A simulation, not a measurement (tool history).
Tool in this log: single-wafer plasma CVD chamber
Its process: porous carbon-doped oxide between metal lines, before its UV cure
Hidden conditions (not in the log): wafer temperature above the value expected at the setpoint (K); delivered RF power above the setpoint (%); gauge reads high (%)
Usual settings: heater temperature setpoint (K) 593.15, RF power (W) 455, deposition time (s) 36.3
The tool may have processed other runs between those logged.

run,hour,heater temperature setpoint (K),RF power (W),deposition time (s),wafers since the last listed run,hours since the last thermocouple change,hours since the last RF generator calibration,hours since the showerhead was replaced,hours since the gauge calibration,"read-back reference wafer on the same gauge, thickness_nm",mean film thickness on the monitor wafer (angstrom)
1,0,601.15,455,36.3,0,879.9,810.6,4634.3,178,156.058,1453.94
2,14.8,593.15,455,36.3,204,894.7,825.4,4649.1,192.8,155.92,1513.93
3,25,593.15,455,36.3,140,904.9,835.6,4659.3,203,156.004,1511.34
4,39.2,593.15,455,36.3,196,919.1,849.8,4673.5,217.2,156.048,1524.88
5,50.8,593.15,485,40.6,160,930.7,861.4,4685.1,228.8,155.954,1764.5
# hour 87.3: thermocouple changed; heater temperature recalibrated
# hour 107.5: showerhead replaced
6,108,593.15,485,40.6,569,20.7,918.6,0.5,286,156.067,1754.28
# hour 118: gauge calibrated
7,118.1,593.15,485,40.6,139,30.8,928.7,10.6,0.1,155.963,1760.78
8,125.4,593.15,455,36.3,100,38.1,936,17.9,7.4,156.026,1512.14
9,141.3,593.15,455,36.3,219,54,951.9,33.8,23.3,155.968,1496.23
10,147.5,593.15,455,36.3,85,60.2,958.1,40,29.5,156.075,1494.91
# hour 160.7: RF generator calibrated
11,161.2,593.15,455,36.3,78,73.9,0.5,53.7,43.2,155.995,1586.24
12,171.7,578.15,535,38.8,145,84.4,11,64.2,53.7,155.942,2046.2
13,186.6,608.15,405,36.3,205,99.3,25.9,79.1,68.6,155.996,1351.98
14,193.4,606.15,455,32,93,106.1,32.7,85.9,75.4,156.089,1309.56
15,201.8,593.15,455,36.3,116,114.5,41.1,94.3,83.8,156.015,1588.53
16,215.5,598.15,480,32.4,189,128.2,54.8,108,97.5,156.004,1431.15
17,223.2,600.15,390,29.2,106,135.9,62.5,115.7,105.2,155.989,1110.96
18,237.3,585.15,525,31,194,150,76.6,129.8,119.3,155.998,1549.69
19,248.3,605.15,365,38.9,151,161,87.6,140.8,130.3,156.037,1373.35
20,256.9,593.15,425,43.5,118,169.6,96.2,149.4,138.9,155.916,1809.09
21,268.3,593.15,455,36.3,157,181,107.6,160.8,150.3,156.039,1583.35

Alternative continuations, all from the tool just after run 21; predict every row:
A,268.7,593.15,455,36.3,5,181.4,108,161.2,150.7,?,?
B,268.7,600.15,395,40.8,5,181.4,108,161.2,150.7,?,?
C,268.7,585.15,385,41.9,5,181.4,108,161.2,150.7,?,?
D,268.7,606.15,455,43,5,181.4,108,161.2,150.7,?,?
E,268.7,605.15,455,39.6,5,181.4,108,161.2,150.7,?,?

run,"read-back reference wafer on the same gauge, thickness_nm",mean film thickness on the monitor wafer (angstrom)
A,156.005,1579.76
B,156.005,1545.06
C,156.005,1699.37
D,156.005,1735.92
E,156.005,1610.1
With the hidden condition removed and each run's random variation left untouched, the same runs would have given:
run,mean film thickness on the monitor wafer (angstrom)
A,1583.34
B,1548.72
C,1703.39
D,1739.86
E,1613.75
